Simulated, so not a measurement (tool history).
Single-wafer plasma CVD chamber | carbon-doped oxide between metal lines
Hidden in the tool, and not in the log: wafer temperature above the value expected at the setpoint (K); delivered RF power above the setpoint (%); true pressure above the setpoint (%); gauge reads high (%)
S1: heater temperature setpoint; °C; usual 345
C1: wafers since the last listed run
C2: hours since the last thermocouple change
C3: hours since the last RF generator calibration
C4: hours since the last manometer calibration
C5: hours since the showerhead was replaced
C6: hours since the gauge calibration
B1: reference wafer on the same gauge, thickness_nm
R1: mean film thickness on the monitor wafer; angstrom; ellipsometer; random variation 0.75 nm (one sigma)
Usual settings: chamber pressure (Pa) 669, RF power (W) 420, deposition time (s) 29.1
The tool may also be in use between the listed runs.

Run 1, day 0.000: usual settings but chamber pressure (Pa) 591; C1 0; C2 2023.6; C3 1.5; C4 1156.0; C5 4742.6; C6 1478.5; B1 133.940. Result: R1 1341.27 angstrom.
Run 2, day 1.800: usual settings; C1 1093; C2 2066.8; C3 44.7; C4 1199.2; C5 4785.8; C6 1521.7; B1 133.942. Result: R1 1341.90 angstrom.
Run 3, day 5.571: usual settings; C1 2291; C2 2157.3; C3 135.2; C4 1289.7; C5 4876.3; C6 1612.2; B1 134.194. Result: R1 1350.71 angstrom.
Run 4, day 10.017: usual settings; C1 2701; C2 2264.0; C3 241.9; C4 1396.4; C5 4983.0; C6 1718.9; B1 134.032. Result: R1 1358.52 angstrom.
Run 5, day 13.388: usual settings but chamber pressure (Pa) 759; C1 2048; C2 2344.9; C3 322.8; C4 1477.3; C5 5063.9; C6 1799.8; B1 134.068. Result: R1 1378.46 angstrom.
Run 6, day 15.733: usual settings but chamber pressure (Pa) 759; C1 1425; C2 2401.2; C3 379.1; C4 1533.6; C5 5120.2; C6 1856.1; B1 133.956. Result: R1 1386.11 angstrom.
At day 19.192: showerhead replaced.
Run 7, day 20.425: usual settings but chamber pressure (Pa) 552; C1 2648; C2 2513.8; C3 491.7; C4 1646.2; C5 29.6; C6 1968.7; B1 134.015. Result: R1 1329.52 angstrom.
Run 8, day 24.267: usual settings but chamber pressure (Pa) 733, RF power (W) 400; C1 2334; C2 2606.0; C3 583.9; C4 1738.4; C5 121.8; C6 2060.9; B1 134.014. Result: R1 1317.06 angstrom.
Run 9, day 27.746: usual settings but S1 356 °C, RF power (W) 390; C1 2114; C2 2689.5; C3 667.4; C4 1821.9; C5 205.3; C6 2144.4; B1 133.869. Result: R1 1236.38 angstrom.
Run 10, day 29.421: usual settings but RF power (W) 345; C1 1017; C2 2729.7; C3 707.6; C4 1862.1; C5 245.5; C6 2184.6; B1 134.016. Result: R1 1189.54 angstrom.
Run 11, day 33.362: usual settings but chamber pressure (Pa) 593; C1 2395; C2 2824.3; C3 802.2; C4 1956.7; C5 340.1; C6 2279.2; B1 134.295. Result: R1 1350.61 angstrom.
At day 36.996: capacitance manometer re-zeroed and calibrated.
Run 12, day 37.683: usual settings; C1 2422; C2 2928.0; C3 905.9; C4 16.5; C5 443.8; C6 2382.9; B1 133.989. Result: R1 1368.57 angstrom.
Run 13, day 39.538: usual settings but chamber pressure (Pa) 832, RF power (W) 490, deposition time (s) 24.3; C1 1126; C2 2972.5; C3 950.4; C4 61.0; C5 488.3; C6 2427.4; B1 134.169. Result: R1 1276.09 angstrom.
Run 14, day 41.612: usual settings but S1 351 °C, deposition time (s) 33.0; C1 1260; C2 3022.3; C3 1000.2; C4 110.8; C5 538.1; C6 2477.2; B1 134.031. Result: R1 1501.33 angstrom.
At day 43.904: thermocouple changed; heater temperature recalibrated.
Run 15, day 44.733: usual settings but S1 359 °C, RF power (W) 360; C1 1693; C2 19.9; C3 1075.1; C4 185.7; C5 613.0; C6 2552.1; B1 134.080. Result: R1 1165.76 angstrom.
Run 16, day 55.546: usual settings but S1 352 °C; C1 6570; C2 279.4; C3 1334.6; C4 445.2; C5 872.5; C6 2811.6; B1 133.858. Result: R1 1325.95 angstrom.
At day 56.633: gauge calibrated.
Run 17, day 59.071: usual settings but chamber pressure (Pa) 549; C1 2141; C2 364.0; C3 1419.2; C4 529.8; C5 957.1; C6 58.5; B1 134.103. Result: R1 1334.40 angstrom.
Run 18, day 61.117: usual settings but chamber pressure (Pa) 755, RF power (W) 385; C1 1243; C2 413.1; C3 1468.3; C4 578.9; C5 1006.2; C6 107.6; B1 134.071. Result: R1 1277.86 angstrom.
Run 19, day 63.642: usual settings but S1 331 °C; C1 1534; C2 473.7; C3 1528.9; C4 639.5; C5 1066.8; C6 168.2; B1 133.869. Result: R1 1428.85 angstrom.
Run 20, day 66.383: usual settings but RF power (W) 500; C1 1665; C2 539.5; C3 1594.7; C4 705.3; C5 1132.6; C6 234.0; B1 133.930. Result: R1 1500.90 angstrom.
At day 68.746: RF generator calibrated.
Run 21, day 68.767: usual settings but S1 331 °C, chamber pressure (Pa) 752, RF power (W) 375, deposition time (s) 32.6; C1 1245; C2 596.7; C3 0.5; C4 762.5; C5 1189.8; C6 291.2; B1 134.130. Result: R1 1494.32 angstrom.
Run 22, day 70.308: usual settings but chamber pressure (Pa) 755, RF power (W) 385; C1 936; C2 633.7; C3 37.5; C4 799.5; C5 1226.8; C6 328.2; B1 133.821. Result: R1 1270.35 angstrom.
Run 23, day 74.475: usual settings but chamber pressure (Pa) 743, deposition time (s) 34.2; C1 2531; C2 733.7; C3 137.5; C4 899.5; C5 1326.8; C6 428.2; B1 133.894. Result: R1 1611.43 angstrom.
Run 24, day 78.729: usual settings but chamber pressure (Pa) 595; C1 2585; C2 835.8; C3 239.6; C4 1001.6; C5 1428.9; C6 530.3; B1 134.127. Result: R1 1335.88 angstrom.
Run 25, day 82.638: usual settings but S1 337 °C, chamber pressure (Pa) 825, RF power (W) 460, deposition time (s) 32.2; C1 2374; C2 929.6; C3 333.4; C4 1095.4; C5 1522.7; C6 624.1; B1 133.785. Result: R1 1677.62 angstrom.
Run 26, day 94.067: usual settings; C1 6944; C2 1203.9; C3 607.7; C4 1369.7; C5 1797.0; C6 898.4; B1 133.914. Result: R1 1344.25 angstrom.
Run 27, day 96.921: usual settings; C1 1734; C2 1272.4; C3 676.2; C4 1438.2; C5 1865.5; C6 966.9; B1 133.747. Result: R1 1351.92 angstrom.
Run 28, day 101.308: usual settings but S1 353 °C, chamber pressure (Pa) 537, RF power (W) 445, deposition time (s) 26.2; C1 2666; C2 1377.7; C3 781.5; C4 1543.5; C5 1970.8; C6 1072.2; B1 134.064. Result: R1 1216.34 angstrom.

The tool's hidden state at each run:
wafer temperature above the value expected at the setpoint (K): 0 in every run
delivered RF power above the setpoint (%): 0 in every run
true pressure above the setpoint (%): 0 in every run
gauge reads high (%): 0 in every run
